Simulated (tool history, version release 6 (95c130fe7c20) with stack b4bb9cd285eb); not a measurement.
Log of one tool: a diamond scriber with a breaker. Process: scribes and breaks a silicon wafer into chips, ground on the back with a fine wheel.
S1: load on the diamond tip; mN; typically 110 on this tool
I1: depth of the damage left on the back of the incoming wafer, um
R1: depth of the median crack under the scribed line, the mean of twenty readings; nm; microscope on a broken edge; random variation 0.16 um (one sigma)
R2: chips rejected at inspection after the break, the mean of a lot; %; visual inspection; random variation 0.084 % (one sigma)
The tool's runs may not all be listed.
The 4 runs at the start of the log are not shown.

{"run": 5, "hour": 263.4, "S1": 102, "I1": 2.59, "R1": 11210, "R2": 2.97}
{"run": 6, "hour": 339.5, "S1": 86, "I1": 2.46, "R1": 9200, "R2": 10.07}
{"run": 7, "hour": 376.8, "S1": 86, "I1": 1.51, "R1": 9290, "R2": 7.85}
{"run": 8, "hour": 429.3, "S1": 86, "I1": 2.73, "R1": 9180, "R2": 10.94}
{"run": 9, "hour": 488.0, "S1": 135, "I1": 2.23, "R1": 14560, "R2": 5.12}
{"run": 10, "hour": 568.4, "S1": 135, "I1": 1.83, "R1": 14820, "R2": 5.07}
{"run": 11, "hour": 671.9, "S1": 135, "I1": 1.65, "R1": 14650, "R2": 5.2}
{"run": 12, "hour": 766.7, "S1": 110, "I1": 1.75, "R1": 12000, "R2": 1.02}
{"hour": 858.5, "done": "load on the tip recalibrated"}
{"run": 13, "hour": 871.8, "S1": 110, "I1": 2.25, "R1": 11870, "R2": 1.52}
{"run": 14, "hour": 924.3, "S1": 110, "I1": 2.56, "R1": 12120, "R2": 1.85}
{"run": 15, "hour": 1013.3, "S1": 110, "I1": 2.14, "R1": 12230, "R2": 1.44}
{"hour": 1043.7, "done": "diamond tip replaced by a new one"}
{"run": 16, "hour": 1081.3, "S1": 110, "I1": 1.75, "R1": 12380, "R2": 1.2}
{"run": 17, "hour": 1149.4, "S1": 103, "I1": 2.88, "R1": 11480, "R2": 3.14}
{"run": 18, "hour": 1209.3, "S1": 122, "I1": 2.26, "R1": 13440, "R2": 2.16}
{"run": 19, "hour": 1307.7, "S1": 88, "I1": 1.58, "R1": 9320, "R2": 6.93}
{"run": 20, "hour": 1371.5, "S1": 128, "I1": 2.6, "R1": 14450, "R2": 3.81}
{"run": 21, "hour": 1411.9, "S1": 110, "I1": 1.91, "R1": 12230, "R2": 1.2}
{"run": 22, "hour": 1452.5, "S1": 110, "I1": 1.69, "R1": 12500, "R2": 1.1}
{"run": 23, "hour": 1551.3, "S1": 136, "I1": 1.91, "R1": 14900, "R2": 5.04}
{"run": 24, "hour": 1618.4, "S1": 132, "I1": 2.94, "R1": 14420, "R2": 5.02}
{"run": 25, "hour": 1659.6, "S1": 140, "I1": 2.89, "R1": 15080, "R2": 6.75}
{"run": 26, "hour": 1761.6, "S1": 110, "I1": 2.63, "R1": 11970, "R2": 2.1}

Run 27, settings as shown, results not yet in. Your forecast:
{"run": 27, "hour": 1851.3, "S1": 139, "I1": 1.79, "R1": "?", "R2": "?"}

Run 27 gave R1 15270 nm, R2 5.31 %.
With the hidden condition absent and the run-to-run variation left alone, this run would have shown R1 15270 nm, R2 5.31 %.
